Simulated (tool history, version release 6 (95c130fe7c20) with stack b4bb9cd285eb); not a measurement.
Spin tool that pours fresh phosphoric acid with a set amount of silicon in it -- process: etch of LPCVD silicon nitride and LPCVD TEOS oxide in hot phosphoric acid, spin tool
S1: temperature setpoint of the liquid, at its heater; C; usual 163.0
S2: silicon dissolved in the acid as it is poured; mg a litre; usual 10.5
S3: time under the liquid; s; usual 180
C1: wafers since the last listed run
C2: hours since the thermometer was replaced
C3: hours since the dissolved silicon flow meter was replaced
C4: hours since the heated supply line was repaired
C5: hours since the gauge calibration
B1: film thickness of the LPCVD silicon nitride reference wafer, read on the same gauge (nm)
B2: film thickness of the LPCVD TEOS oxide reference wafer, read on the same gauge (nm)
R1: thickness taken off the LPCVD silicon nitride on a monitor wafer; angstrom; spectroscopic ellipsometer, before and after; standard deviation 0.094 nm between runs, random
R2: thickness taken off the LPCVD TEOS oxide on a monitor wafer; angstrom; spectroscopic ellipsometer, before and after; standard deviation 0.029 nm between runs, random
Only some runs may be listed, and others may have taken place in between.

run	hour	S1	S2	S3	C1	C2	C3	C4	C5	B1	B2	R1	R2
1	0.0	163.0	10.5	100	0	1514.3	1923.7	514.3	132.2	60.01	109.951	97.4	6.15
2	19.8	163.0	10.5	100	170	1534.1	1943.5	534.1	152.0	59.98	110.012	99.0	6.07
3	55.3	163.0	10.5	100	306	1569.6	1979.0	569.6	187.5	59.98	110.006	98.6	5.71
4	90.5	160.5	10.5	180	303	1604.8	2014.2	604.8	222.7	59.98	109.989	162.4	9.25
5	184.7	160.5	10.5	180	812	1699.0	2108.4	699.0	316.9	59.99	110.012	165.7	9.82
6	213.3	160.5	10.5	180	246	1727.6	2137.0	727.6	345.5	60.02	109.982	164.9	9.61
# hour 226.6: heated supply line repaired
7	246.2	163.0	10.5	180	275	1760.5	2169.9	19.6	378.4	59.99	110.013	180.1	11.15
8	273.0	163.0	10.5	180	231	1787.3	2196.7	46.4	405.2	59.99	110.013	179.5	11.53
# hour 285.0: gauge calibrated
9	299.0	163.0	13.5	245	224	1813.3	2222.7	72.4	14.0	60.02	109.976	242.9	14.13
# hour 308.8: dissolved silicon flow meter replaced
10	331.4	160.5	18.0	180	270	1845.7	22.6	104.8	46.4	59.98	110.005	165.0	7.64
11	343.5	164.5	13.5	115	104	1857.8	34.7	116.9	58.5	59.97	109.976	119.8	7.67
# hour 347.9: thermometer replaced
12	419.9	163.0	10.5	140	650	72.0	111.1	193.3	134.9	60.03	110.019	129.6	7.66
13	446.2	163.0	10.5	180	226	98.3	137.4	219.6	161.2	59.98	109.985	165.5	9.69
14	477.8	162.0	17.0	120	272	129.9	169.0	251.2	192.8	59.95	110.002	108.6	5.18
15	504.7	163.0	6.0	90	231	156.8	195.9	278.1	219.7	59.99	110.025	83.5	5.40
16	517.2	165.5	7.5	110	107	169.3	208.4	290.6	232.2	59.97	109.993	111.0	7.02
17	552.6	163.0	6.5	180	305	204.7	243.8	326.0	267.6	60.00	109.986	167.8	10.19
18	567.4	163.0	10.5	180	127	219.5	258.6	340.8	282.4	59.98	109.975	166.1	9.36
19	603.0	162.0	17.0	120	307	255.1	294.2	376.4	318.0	60.00	110.044	108.5	5.00

Consider 5 possible next runs. They are alternatives, not a sequence: every one starts from the tool as it was left by run 19. What does each give?
A	603.5	163.0	10.5	180	4	255.6	294.7	376.9	318.5	?	?	?	?
B	603.5	161.0	16.5	135	4	255.6	294.7	376.9	318.5	?	?	?	?
C	603.5	164.5	16.5	150	4	255.6	294.7	376.9	318.5	?	?	?	?
D	603.5	163.0	15.0	130	4	255.6	294.7	376.9	318.5	?	?	?	?
E	603.5	164.5	4.5	225	4	255.6	294.7	376.9	318.5	?	?	?	?

run	B1	B2	R1	R2
A	60.00	109.994	167.6	9.78
B	60.00	109.994	117.6	5.48
C	60.00	109.994	146.8	7.87
D	60.00	109.994	121.1	6.35
E	60.00	109.994	220.1	15.48
Stripped of hidden state, with their random variation kept, the same runs would have yielded:
run	R1	R2
A	163.9	9.32
B	115.0	5.22
C	143.6	7.49
D	118.4	6.05
E	215.3	14.74
